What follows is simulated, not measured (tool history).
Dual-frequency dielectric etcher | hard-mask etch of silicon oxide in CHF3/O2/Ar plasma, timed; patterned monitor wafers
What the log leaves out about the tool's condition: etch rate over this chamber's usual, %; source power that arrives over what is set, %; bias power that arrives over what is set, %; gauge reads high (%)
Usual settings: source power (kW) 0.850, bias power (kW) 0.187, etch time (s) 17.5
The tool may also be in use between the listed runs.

run,hour,source power (kW),bias power (kW),etch time (s),wafers since the last listed run,hours since the last wet clean,hours since the last source power generator calibration,hours since the last bias power generator calibration,hours since the last upper electrode change,hours since the gauge calibration,"read-back reference wafer on the same gauge, depth_nm",mean etch depth across the wafer (nm)
1,0.0,0.850,0.187,17.5,0,231.3,4033.9,2557.0,4916.5,44.1,49.87,43.36
2,61.2,0.850,0.187,17.5,1227,292.5,4095.1,2618.2,4977.7,105.3,49.88,43.49
3,116.0,0.850,0.187,17.5,1098,347.3,4149.9,2673.0,5032.5,160.1,49.92,43.64
4,145.9,0.850,0.187,17.5,599,377.2,4179.8,2702.9,5062.4,190.0,49.88,43.54
5,201.3,0.850,0.187,17.5,1110,432.6,4235.2,2758.3,5117.8,245.4,49.92,43.43
# hour 261.1: source power generator calibrated
# hour 281.5: upper electrode replaced
6,282.0,0.850,0.187,17.5,1129,513.3,20.9,2839.0,0.5,326.1,49.94,43.21
7,311.2,0.850,0.187,17.5,585,542.5,50.1,2868.2,29.7,355.3,49.92,43.13
8,343.6,0.680,0.201,17.5,649,574.9,82.5,2900.6,62.1,387.7,49.91,40.88
# hour 355.9: bias power generator calibrated
9,401.9,0.760,0.187,17.5,1088,633.2,140.8,46.0,120.4,446.0,49.86,41.05
# hour 435.7: gauge calibrated
# hour 487.6: wet clean of the chamber
10,488.1,0.970,0.157,15.5,1247,0.5,227.0,132.2,206.6,52.4,49.94,37.99
11,503.6,0.850,0.187,17.5,310,16.0,242.5,147.7,222.1,67.9,49.91,43.68
12,529.4,0.850,0.187,17.5,517,41.8,268.3,173.5,247.9,93.7,49.94,43.91
13,597.4,1.050,0.157,20.0,1363,109.8,336.3,241.5,315.9,161.7,49.88,50.55
14,623.1,1.020,0.187,17.5,515,135.5,362.0,267.2,341.6,187.4,49.86,46.92
15,656.0,1.050,0.187,17.5,659,168.4,394.9,300.1,374.5,220.3,49.91,47.23

Forecast each of these 3 alternatives for the next run:
A,656.4,0.850,0.199,17.5,8,168.8,395.3,300.5,374.9,220.7,?,?
B,656.4,0.970,0.209,19.0,8,168.8,395.3,300.5,374.9,220.7,?,?
C,656.4,0.850,0.230,17.5,8,168.8,395.3,300.5,374.9,220.7,?,?

run,"read-back reference wafer on the same gauge, depth_nm",mean etch depth across the wafer (nm)
A,49.90,45.25
B,49.90,52.69
C,49.90,48.05
Stripped of hidden state, with their random variation kept, the same runs would have yielded:
run,mean etch depth across the wafer (nm)
A,45.30
B,52.75
C,48.11
